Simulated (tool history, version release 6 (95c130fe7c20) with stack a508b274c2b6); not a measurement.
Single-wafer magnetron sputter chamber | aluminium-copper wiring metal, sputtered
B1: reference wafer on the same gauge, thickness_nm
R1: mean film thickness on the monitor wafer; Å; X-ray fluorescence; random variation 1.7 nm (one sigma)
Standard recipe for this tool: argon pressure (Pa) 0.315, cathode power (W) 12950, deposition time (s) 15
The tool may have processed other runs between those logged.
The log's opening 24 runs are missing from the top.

{"run": 25, "hour": 328.5, "argon pressure (Pa)": 0.223, "cathode power (W)": 9900, "deposition time (s)": 15, "B1": 294.901, "R1": 2469.92}
{"run": 26, "hour": 343.7, "argon pressure (Pa)": 0.418, "cathode power (W)": 12950, "deposition time (s)": 15, "B1": 295.115, "R1": 2886.5}
{"run": 27, "hour": 359.8, "argon pressure (Pa)": 0.26, "cathode power (W)": 14350, "deposition time (s)": 13.7, "B1": 295.12, "R1": 3182.66}
{"run": 28, "hour": 377.4, "argon pressure (Pa)": 0.315, "cathode power (W)": 12950, "deposition time (s)": 15.9, "B1": 295.23, "R1": 3206.28}
{"run": 29, "hour": 387.4, "argon pressure (Pa)": 0.315, "cathode power (W)": 12950, "deposition time (s)": 17.4, "B1": 294.883, "R1": 3504.31}
{"run": 30, "hour": 399.7, "argon pressure (Pa)": 0.315, "cathode power (W)": 12950, "deposition time (s)": 15, "B1": 294.965, "R1": 3060.62}
{"hour": 408.0, "done": "sputter target and shields replaced"}
{"run": 31, "hour": 415.2, "argon pressure (Pa)": 0.315, "cathode power (W)": 15150, "deposition time (s)": 12.2, "B1": 295.198, "R1": 3002.44}
{"run": 32, "hour": 430.7, "argon pressure (Pa)": 0.315, "cathode power (W)": 15200, "deposition time (s)": 12.3, "B1": 295.159, "R1": 3019.05}
{"run": 33, "hour": 444.5, "argon pressure (Pa)": 0.315, "cathode power (W)": 12950, "deposition time (s)": 15, "B1": 295.078, "R1": 3129.59}
{"run": 34, "hour": 457.0, "argon pressure (Pa)": 0.315, "cathode power (W)": 12950, "deposition time (s)": 15, "B1": 294.82, "R1": 3098.71}
{"run": 35, "hour": 472.3, "argon pressure (Pa)": 0.27, "cathode power (W)": 14050, "deposition time (s)": 12.8, "B1": 294.845, "R1": 2928.8}

Branching from run 35: 4 alternative next runs. What would each branch give?
{"run": "A", "hour": 472.7, "argon pressure (Pa)": 0.315, "cathode power (W)": 12950, "deposition time (s)": 16.8, "B1": "?", "R1": "?"}
{"run": "B", "hour": 472.7, "argon pressure (Pa)": 0.315, "cathode power (W)": 12950, "deposition time (s)": 16.6, "B1": "?", "R1": "?"}
{"run": "C", "hour": 472.7, "argon pressure (Pa)": 0.205, "cathode power (W)": 15900, "deposition time (s)": 12.1, "B1": "?", "R1": "?"}
{"run": "D", "hour": 472.7, "argon pressure (Pa)": 0.419, "cathode power (W)": 14550, "deposition time (s)": 17.9, "B1": "?", "R1": "?"}

run=A B1=294.993 R1=3472.23
run=B B1=294.993 R1=3430.89
run=C B1=294.993 R1=3277.97
run=D B1=294.993 R1=3913.13
Stripped of hidden state, with their random variation kept, the same runs would have yielded:
run=A R1=3623.8
run=B R1=3580.66
run=C R1=3421.07
run=D R1=4083.95

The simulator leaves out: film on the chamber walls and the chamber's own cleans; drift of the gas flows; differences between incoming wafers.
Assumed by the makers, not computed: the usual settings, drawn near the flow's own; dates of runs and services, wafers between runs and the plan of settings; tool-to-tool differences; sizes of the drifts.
